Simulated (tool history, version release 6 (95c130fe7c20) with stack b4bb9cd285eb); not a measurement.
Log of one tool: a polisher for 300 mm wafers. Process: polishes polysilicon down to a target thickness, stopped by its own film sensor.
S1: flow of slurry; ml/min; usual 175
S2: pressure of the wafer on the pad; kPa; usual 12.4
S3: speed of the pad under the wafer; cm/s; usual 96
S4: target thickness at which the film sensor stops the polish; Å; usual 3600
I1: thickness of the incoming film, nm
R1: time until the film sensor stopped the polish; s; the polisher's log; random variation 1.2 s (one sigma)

{"run": 1, "hour": 0.0, "S1": 150, "S2": 12.4, "S3": 96, "S4": 4350, "I1": 868.9, "R1": 91.5}
{"run": 2, "hour": 65.3, "S1": 175, "S2": 12.4, "S3": 118, "S4": 3600, "I1": 878.6, "R1": 88.1}
{"run": 3, "hour": 93.7, "S1": 175, "S2": 12.4, "S3": 118, "S4": 3600, "I1": 881.7, "R1": 87.6}
{"run": 4, "hour": 162.6, "S1": 175, "S2": 12.4, "S3": 118, "S4": 3600, "I1": 855.4, "R1": 84.8}
{"run": 5, "hour": 231.1, "S1": 175, "S2": 12.4, "S3": 96, "S4": 3600, "I1": 880.1, "R1": 112.2}
{"run": 6, "hour": 270.0, "S1": 175, "S2": 12.4, "S3": 96, "S4": 3600, "I1": 867.5, "R1": 110}
{"run": 7, "hour": 294.9, "S1": 175, "S2": 12.4, "S3": 96, "S4": 3600, "I1": 858.2, "R1": 112.4}
{"run": 8, "hour": 323.7, "S1": 175, "S2": 12.4, "S3": 96, "S4": 3600, "I1": 872.2, "R1": 112.6}
{"hour": 402.8, "done": "worn pad replaced by a new one"}
{"hour": 443.4, "done": "slurry nozzle cleaned"}
{"run": 9, "hour": 468.4, "S1": 175, "S2": 12.4, "S3": 96, "S4": 3600, "I1": 859.8, "R1": 103.9}
{"run": 10, "hour": 535.9, "S1": 175, "S2": 14.5, "S3": 96, "S4": 3600, "I1": 869.6, "R1": 89}
{"run": 11, "hour": 594.6, "S1": 175, "S2": 14.5, "S3": 96, "S4": 3600, "I1": 868, "R1": 94.1}
{"run": 12, "hour": 630.1, "S1": 175, "S2": 12.4, "S3": 96, "S4": 3600, "I1": 880.1, "R1": 112.3}
{"hour": 682.4, "done": "head pressure recalibrated"}
{"run": 13, "hour": 699.2, "S1": 175, "S2": 12.4, "S3": 96, "S4": 3600, "I1": 861.9, "R1": 107.7}
{"run": 14, "hour": 752.1, "S1": 175, "S2": 12.4, "S3": 96, "S4": 3600, "I1": 872.9, "R1": 112.8}
{"run": 15, "hour": 823.3, "S1": 175, "S2": 12.4, "S3": 96, "S4": 3600, "I1": 871.3, "R1": 115.9}
{"run": 16, "hour": 867.6, "S1": 175, "S2": 12.4, "S3": 96, "S4": 3600, "I1": 862, "R1": 118.3}
{"run": 17, "hour": 898.5, "S1": 150, "S2": 12.4, "S3": 66, "S4": 1910, "I1": 870.8, "R1": 250.7}
{"hour": 933.2, "done": "worn pad replaced by a new one"}
{"hour": 939.4, "done": "slurry nozzle cleaned"}
{"run": 18, "hour": 950.4, "S1": 175, "S2": 12.4, "S3": 64, "S4": 3600, "I1": 878.1, "R1": 157.3}
{"run": 19, "hour": 1017.3, "S1": 130, "S2": 12.4, "S3": 96, "S4": 3600, "I1": 883.3, "R1": 115.1}
{"run": 20, "hour": 1044.2, "S1": 140, "S2": 12.4, "S3": 110, "S4": 3600, "I1": 872.4, "R1": 96}
{"run": 21, "hour": 1231.9, "S1": 175, "S2": 12.4, "S3": 96, "S4": 3600, "I1": 870.6, "R1": 111.6}
{"run": 22, "hour": 1266.7, "S1": 215, "S2": 12.4, "S3": 122, "S4": 4680, "I1": 872.8, "R1": 68}
{"run": 23, "hour": 1303.4, "S1": 150, "S2": 14.5, "S3": 96, "S4": 3600, "I1": 871.8, "R1": 100.2}
{"run": 24, "hour": 1327.8, "S1": 175, "S2": 12.4, "S3": 72, "S4": 3600, "I1": 863.7, "R1": 147.6}
{"run": 25, "hour": 1378.7, "S1": 190, "S2": 9.7, "S3": 72, "S4": 3600, "I1": 869, "R1": 199.1}
{"hour": 1385.7, "done": "slurry nozzle cleaned"}
{"hour": 1433.6, "done": "worn pad replaced by a new one"}
{"run": 26, "hour": 1447.8, "S1": 175, "S2": 12.4, "S3": 96, "S4": 3600, "I1": 875.3, "R1": 103}
{"run": 27, "hour": 1488.4, "S1": 175, "S2": 8.3, "S3": 96, "S4": 3600, "I1": 857.9, "R1": 154.2}
{"run": 28, "hour": 1616.5, "S1": 150, "S2": 10.3, "S3": 96, "S4": 4630, "I1": 861.3, "R1": 103.9}
{"run": 29, "hour": 1653.5, "S1": 175, "S2": 12.4, "S3": 96, "S4": 3600, "I1": 868.9, "R1": 105.8}
{"run": 30, "hour": 1711.1, "S1": 175, "S2": 12.4, "S3": 96, "S4": 3600, "I1": 863.1, "R1": 108.3}
{"run": 31, "hour": 1739.9, "S1": 195, "S2": 9.7, "S3": 62, "S4": 4270, "I1": 868.4, "R1": 189.8}
{"run": 32, "hour": 1802.5, "S1": 175, "S2": 12.4, "S3": 96, "S4": 3600, "I1": 873.3, "R1": 112.7}
{"hour": 1901.7, "done": "head pressure recalibrated"}
{"hour": 1921.3, "done": "slurry nozzle cleaned"}
{"hour": 1954.5, "done": "worn pad replaced by a new one"}
{"run": 33, "hour": 2012.6, "S1": 155, "S2": 12.4, "S3": 96, "S4": 3600, "I1": 875.4, "R1": 108.5}
{"run": 34, "hour": 2087.7, "S1": 175, "S2": 12.4, "S3": 96, "S4": 3600, "I1": 871.9, "R1": 107.5}
{"run": 35, "hour": 2135.6, "S1": 150, "S2": 10.3, "S3": 96, "S4": 3600, "I1": 870.3, "R1": 133.4}
{"run": 36, "hour": 2204.8, "S1": 175, "S2": 15.2, "S3": 96, "S4": 3600, "I1": 877.1, "R1": 91.6}
{"run": 37, "hour": 2243.2, "S1": 195, "S2": 12.4, "S3": 80, "S4": 3600, "I1": 864.2, "R1": 131.1}

What was the tool's hidden state at every run in the log?
deviation of the head's pressure from its setpoint, %: 0 across all the runs
H1: removal rate lost through wear of the pad, %
H2: slurry flow missing at the pad, %
run=1 H1=0.858 H2=6.39
run=2 H1=1.67 H2=7.85
run=3 H1=2.03 H2=8.89
run=4 H1=2.89 H2=12.4
run=5 H1=3.75 H2=17.3
run=6 H1=4.23 H2=20.7
run=7 H1=4.55 H2=23.1
run=8 H1=4.91 H2=26.1
run=9 H1=1.17 H2=8.32
run=10 H1=2.02 H2=9.5
run=11 H1=2.75 H2=11.6
run=12 H1=3.2 H2=13.4
run=13 H1=4.06 H2=18
run=14 H1=4.72 H2=22.4
run=15 H1=5.61 H2=29.7
run=16 H1=6.17 H2=35
run=17 H1=6.55 H2=39
run=18 H1=0.537 H2=4.87
run=19 H1=1.37 H2=5.75
run=20 H1=1.71 H2=6.48
run=21 H1=4.06 H2=17.6
run=22 H1=4.49 H2=20.8
run=23 H1=4.95 H2=24.5
run=24 H1=5.26 H2=27.3
run=25 H1=5.89 H2=33.5
run=26 H1=0.277 H2=0.806
run=27 H1=0.785 H2=1.8
run=28 H1=2.39 H2=8.15
run=29 H1=2.85 H2=10.9
run=30 H1=3.57 H2=16
run=31 H1=3.93 H2=18.9
run=32 H1=4.71 H2=26
run=33 H1=1.41 H2=4.59
run=34 H1=2.35 H2=7.46
run=35 H1=2.95 H2=10.2
run=36 H1=3.81 H2=15.3
run=37 H1=4.29 H2=18.7

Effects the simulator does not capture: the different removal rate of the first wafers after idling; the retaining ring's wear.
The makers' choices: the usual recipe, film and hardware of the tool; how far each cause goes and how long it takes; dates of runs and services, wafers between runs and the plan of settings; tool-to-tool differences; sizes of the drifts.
